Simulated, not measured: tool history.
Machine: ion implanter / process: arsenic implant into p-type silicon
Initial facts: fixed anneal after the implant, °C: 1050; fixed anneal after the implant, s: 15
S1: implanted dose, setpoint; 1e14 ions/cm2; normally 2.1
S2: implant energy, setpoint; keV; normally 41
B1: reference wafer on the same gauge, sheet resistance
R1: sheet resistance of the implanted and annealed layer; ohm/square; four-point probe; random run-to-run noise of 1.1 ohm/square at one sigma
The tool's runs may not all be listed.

| run | hour | S1 | S2 | B1 | R1 |
|---|---|---|---|---|---|
| 1 | 0 | 2.1 | 41 | 314.96 | 344.11 |
| 2 | 214.1 | 2.1 | 41 | 314.93 | 344.68 |
| 3 | 239.4 | 2.1 | 41 | 314.9 | 342.78 |
| 4 | 305 | 2.1 | 41 | 315 | 344.46 |
| 5 | 333.2 | 2.1 | 41 | 315.05 | 343.83 |
|  | 348.6 | gauge calibrated |
| 6 | 361.9 | 2.1 | 41 | 314.97 | 344.23 |
| 7 | 429.7 | 2.1 | 41 | 315.08 | 344.73 |
|  | 457.1 | Faraday cup replaced and dose calibrated |
| 8 | 500.6 | 2.1 | 47 | 314.89 | 337.82 |
| 9 | 531.3 | 2.1 | 41 | 315.02 | 344.64 |
| 10 | 582.6 | 2.1 | 41 | 315.04 | 344.23 |
| 11 | 638.7 | 2.1 | 41 | 315.01 | 342.45 |
|  | 694.3 | extraction supply calibrated |
| 12 | 731 | 2.1 | 49.5 | 314.83 | 332.4 |
| 13 | 776 | 2.1 | 41 | 315.13 | 345.24 |
| 14 | 821.8 | 2.1 | 41 | 314.95 | 345.09 |
| 15 | 872.9 | 1.53 | 41 | 314.92 | 429.38 |
| 16 | 919.5 | 2.1 | 36 | 315.03 | 349.65 |
| 17 | 986.9 | 2.58 | 51 | 315.03 | 287.73 |
| 18 | 1015.6 | 1.75 | 34 | 315.27 | 404.02 |
| 19 | 1079.4 | 2.34 | 45 | 314.96 | 315.78 |
| 20 | 1139 | 1.5 | 35 | 315.06 | 448.72 |
|  | 1154.6 | Faraday cup replaced and dose calibrated |
| 21 | 1204.9 | 1.89 | 55 | 315.08 | 354.02 |
| 22 | 1267.1 | 2.38 | 35 | 314.88 | 322.28 |
| 23 | 1320 | 2.1 | 34.5 | 315.08 | 353.63 |
| 24 | 1353.8 | 1.52 | 50.5 | 314.99 | 417.33 |
| 25 | 1397.7 | 2.1 | 41 | 314.95 | 343.84 |
| 26 | 1425.4 | 1.86 | 41 | 315.05 | 374.99 |
| 27 | 1480.2 | 2.55 | 31 | 314.78 | 310.73 |
| 28 | 1549.4 | 1.49 | 50.5 | 315.04 | 423.36 |
| 29 | 1597.5 | 2.45 | 29 | 314.72 | 322.89 |
| 30 | 1631.8 | 2.1 | 41 | 314.79 | 342.71 |
| 31 | 1689.3 | 2.1 | 41 | 314.95 | 343.84 |
| 32 | 1755.6 | 2.64 | 53.5 | 314.94 | 279.72 |
| 33 | 1799.4 | 2.49 | 53 | 315.13 | 294.03 |
| 34 | 1826 | 2.43 | 30.5 | 314.97 | 322.76 |
| 35 | 1855.8 | 2.29 | 29.5 | 315.28 | 336.73 |
|  | 1902.5 | Faraday cup replaced and dose calibrated |
| 36 | 1908.9 | 2.1 | 41 | 315.08 | 343.92 |

What was the tool's hidden state at every run in the log?
deviation of the true dose from the Faraday cup's reading, %: 0, the same for each run
deviation of the true energy from its setpoint, %: 0, the same for each run
gauge reads high (%): 0, the same for each run
